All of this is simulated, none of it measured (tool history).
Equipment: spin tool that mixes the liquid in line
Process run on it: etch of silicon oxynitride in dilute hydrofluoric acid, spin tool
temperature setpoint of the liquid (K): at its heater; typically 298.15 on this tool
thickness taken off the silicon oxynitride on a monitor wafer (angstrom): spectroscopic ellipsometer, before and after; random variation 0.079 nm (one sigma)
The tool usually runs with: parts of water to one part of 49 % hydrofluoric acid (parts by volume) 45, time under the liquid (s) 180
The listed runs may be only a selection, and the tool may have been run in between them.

run	hour	temperature setpoint of the liquid (K)	parts of water to one part of 49 % hydrofluoric acid (parts by volume)	time under the liquid (s)	wafers since the last listed run	hours since the thermometer was replaced	hours since the hydrofluoric acid flow meter was replaced	hours since the gauge calibration	read-back film thickness of the silicon oxynitride reference wafer, read on the same gauge (nm)	thickness taken off the silicon oxynitride on a monitor wafer (angstrom)
1	0.0	298.15	45	270	0	325.2	1390.7	102.2	69.97	146.2
2	34.4	298.15	45	270	291	359.6	1425.1	136.6	70.02	145.8
3	52.0	298.15	45	270	148	377.2	1442.7	154.2	70.01	146.6
4	60.4	298.15	45	180	71	385.6	1451.1	162.6	69.97	97.5
5	75.9	298.15	45	180	131	401.1	1466.6	178.1	69.98	96.1
6	93.5	298.15	45	180	148	418.7	1484.2	195.7	69.99	96.4
7	104.8	298.15	55	180	95	430.0	1495.5	207.0	69.98	77.6
8	122.0	298.15	55	180	145	447.2	1512.7	224.2	70.00	76.6
# hour 134.8: hydrofluoric acid flow meter replaced
9	137.9	298.15	45	180	126	463.1	3.1	240.1	70.01	94.5
10	144.3	298.15	45	180	54	469.5	9.5	246.5	70.00	94.5
11	154.1	298.15	45	180	82	479.3	19.3	256.3	70.02	94.8
# hour 165.6: gauge calibrated
12	166.5	298.15	45	180	104	491.7	31.7	0.9	70.01	94.3
13	181.2	298.15	60	180	124	506.4	46.4	15.6	70.03	69.8
14	187.7	302.65	45	80	55	512.9	52.9	22.1	70.02	51.6
15	203.7	298.15	45	180	135	528.9	68.9	38.1	70.00	93.9
16	215.9	301.65	45	180	103	541.1	81.1	50.3	70.01	110.8
17	231.7	298.15	55	240	133	556.9	96.9	66.1	69.98	100.8
18	247.5	298.15	45	215	133	572.7	112.7	81.9	69.99	110.7
# hour 248.6: thermometer replaced
19	260.2	295.65	25	180	99	11.6	125.4	94.6	70.02	165.6
20	271.6	301.65	25	180	96	23.0	136.8	106.0	70.00	221.3
21	286.6	298.15	45	180	126	38.0	151.8	121.0	69.99	101.0
22	297.7	298.15	45	180	93	49.1	162.9	132.1	70.00	101.4
23	310.4	298.15	45	180	107	61.8	175.6	144.8	69.99	101.0
24	320.9	295.65	40	260	88	72.3	186.1	155.3	70.03	145.8
25	330.3	300.65	55	135	79	81.7	195.5	164.7	69.98	69.7

Hidden state at the last listed run before each entry between runs and at the first one after, where it differs:
Logged between run 8 and run 9: hydrofluoric acid flow meter replaced (hour 134.8)
  liquid colder than its thermometer reads (K): 2.09 -> 2.16
  measured minus no-state result, thickness taken off the silicon oxynitride on a monitor wafer (angstrom): -8.2 -> -10.5
Logged between run 11 and run 12: gauge calibrated (hour 165.6)
  liquid colder than its thermometer reads (K): 2.23 -> 2.29
  measured minus no-state result, thickness taken off the silicon oxynitride on a monitor wafer (angstrom): -11.0 -> -11.2
Logged between run 18 and run 19: thermometer replaced (hour 248.6)
  liquid colder than its thermometer reads (K): 2.64 -> 0.492
  measured minus no-state result, thickness taken off the silicon oxynitride on a monitor wafer (angstrom): -15.3 -> -4.1
